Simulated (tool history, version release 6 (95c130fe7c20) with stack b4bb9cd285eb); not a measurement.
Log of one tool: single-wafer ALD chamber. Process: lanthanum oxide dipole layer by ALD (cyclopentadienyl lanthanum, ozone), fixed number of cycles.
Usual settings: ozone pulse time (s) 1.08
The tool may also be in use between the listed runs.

| run | day | ozone pulse time (s) | wafers since the last listed run | hours since the last thermocouple change | hours since the last ozone generator service | hours since the showerhead was replaced | hours since the gauge calibration | read-back reference wafer on the same gauge, thickness_nm | mean film thickness on the monitor wafer (Å) |
|---|---|---|---|---|---|---|---|---|---|
| 1 | 0.000 | 1.08 | 0 | 1013.9 | 364.8 | 5901.0 | 752.1 | 0.524 | 4.99 |
| 2 | 2.554 | 1.08 | 750 | 1075.2 | 426.1 | 5962.3 | 813.4 | 0.523 | 5.01 |
| 3 | 4.888 | 1.08 | 685 | 1131.2 | 482.1 | 6018.3 | 869.4 | 0.524 | 5.02 |
| 4 | 6.779 | 0.79 | 555 | 1176.6 | 527.5 | 6063.7 | 914.8 | 0.524 | 4.68 |
| 5 | 8.846 | 0.79 | 607 | 1226.2 | 577.1 | 6113.3 | 964.4 | 0.523 | 4.67 |
|  | 9.100 | gauge calibrated |
| 6 | 11.771 | 0.79 | 859 | 1296.4 | 647.3 | 6183.5 | 64.1 | 0.524 | 4.64 |
| 7 | 14.521 | 1.08 | 808 | 1362.4 | 713.3 | 6249.5 | 130.1 | 0.523 | 4.93 |
| 8 | 17.038 | 1.17 | 739 | 1422.8 | 773.7 | 6309.9 | 190.5 | 0.524 | 4.99 |
| 9 | 18.729 | 1.08 | 497 | 1463.4 | 814.3 | 6350.5 | 231.1 | 0.525 | 4.94 |
| 10 | 21.529 | 1.08 | 822 | 1530.6 | 881.5 | 6417.7 | 298.3 | 0.524 | 4.87 |
|  | 22.379 | thermocouple changed; heater temperature recalibrated |
| 11 | 25.317 | 1.08 | 1015 | 70.5 | 972.4 | 6508.6 | 389.2 | 0.523 | 4.88 |
| 12 | 27.121 | 1.08 | 530 | 113.8 | 1015.7 | 6551.9 | 432.5 | 0.524 | 4.84 |
|  | 29.792 | showerhead replaced, of another model than before |
| 13 | 29.812 | 1.08 | 693 | 178.4 | 1080.3 | 0.5 | 497.1 | 0.525 | 4.92 |
| 14 | 31.471 | 1.08 | 487 | 218.2 | 1120.1 | 40.3 | 536.9 | 0.524 | 4.93 |
| 15 | 32.579 | 1.33 | 325 | 244.8 | 1146.7 | 66.9 | 563.5 | 0.524 | 5.03 |
| 16 | 33.796 | 1.33 | 357 | 274.0 | 1175.9 | 96.1 | 592.7 | 0.524 | 5.04 |
| 17 | 35.150 | 0.66 | 397 | 306.5 | 1208.4 | 128.6 | 625.2 | 0.523 | 4.65 |
|  | 37.904 | ozone generator serviced |
| 18 | 38.050 | 1.43 | 754 | 376.1 | 3.5 | 198.2 | 694.8 | 0.524 | 5.16 |
| 19 | 40.788 | 0.83 | 804 | 441.8 | 69.2 | 263.9 | 760.5 | 0.524 | 4.91 |
| 20 | 43.646 | 1.37 | 839 | 510.4 | 137.8 | 332.5 | 829.1 | 0.524 | 5.13 |
| 21 | 45.538 | 1.39 | 555 | 555.8 | 183.2 | 377.9 | 874.5 | 0.524 | 5.17 |
| 22 | 47.608 | 1.08 | 608 | 605.5 | 232.9 | 427.6 | 924.2 | 0.524 | 5.07 |
| 23 | 48.658 | 1.33 | 308 | 630.7 | 258.1 | 452.8 | 949.4 | 0.525 | 5.12 |
| 24 | 51.596 | 1.08 | 863 | 701.2 | 328.6 | 523.3 | 1019.9 | 0.523 | 5.01 |
| 25 | 52.754 | 1.30 | 340 | 729.0 | 356.4 | 551.1 | 1047.7 | 0.523 | 5.08 |
| 26 | 54.646 | 0.82 | 555 | 774.4 | 401.8 | 596.5 | 1093.1 | 0.525 | 4.93 |
|  | 55.771 | gauge calibrated |
| 27 | 56.817 | 0.76 | 637 | 826.5 | 453.9 | 648.6 | 25.1 | 0.524 | 4.87 |
| 28 | 58.804 | 0.66 | 584 | 874.2 | 501.6 | 696.3 | 72.8 | 0.524 | 4.78 |
| 29 | 61.192 | 1.17 | 701 | 931.5 | 558.9 | 753.6 | 130.1 | 0.525 | 5.04 |
| 30 | 64.058 | 1.26 | 842 | 1000.3 | 627.7 | 822.4 | 198.9 | 0.524 | 5.06 |
| 31 | 65.942 | 0.70 | 553 | 1045.5 | 672.9 | 867.6 | 244.1 | 0.524 | 4.82 |
| 32 | 66.992 | 0.89 | 308 | 1070.7 | 698.1 | 892.8 | 269.3 | 0.525 | 4.93 |
| 33 | 69.742 | 1.08 | 808 | 1136.7 | 764.1 | 958.8 | 335.3 | 0.524 | 4.98 |

What the log doesn't show, run by run:
wafer temperature above the value expected at the setpoint (K): 0 in every run
gauge reads high (%): 0 in every run
H1: ozone dose above that of a generator just serviced (%)
| run | H1 |
|---|---|
| 1 | -3.53 |
| 2 | -4.28 |
| 3 | -5.07 |
| 4 | -5.78 |
| 5 | -6.63 |
| 6 | -7.96 |
| 7 | -9.35 |
| 8 | -10.7 |
| 9 | -11.7 |
| 10 | -13.5 |
| 11 | -16.1 |
| 12 | -17.4 |
| 13 | -19.5 |
| 14 | -20.9 |
| 15 | -21.8 |
| 16 | -22.9 |
| 17 | -24.1 |
| 18 | -1.34 |
| 19 | -1.41 |
| 20 | -1.63 |
| 21 | -1.86 |
| 22 | -2.18 |
| 23 | -2.37 |
| 24 | -3.01 |
| 25 | -3.31 |
| 26 | -3.84 |
| 27 | -4.53 |
| 28 | -5.24 |
| 29 | -6.18 |
| 30 | -7.44 |
| 31 | -8.35 |
| 32 | -8.89 |
| 33 | -10.4 |
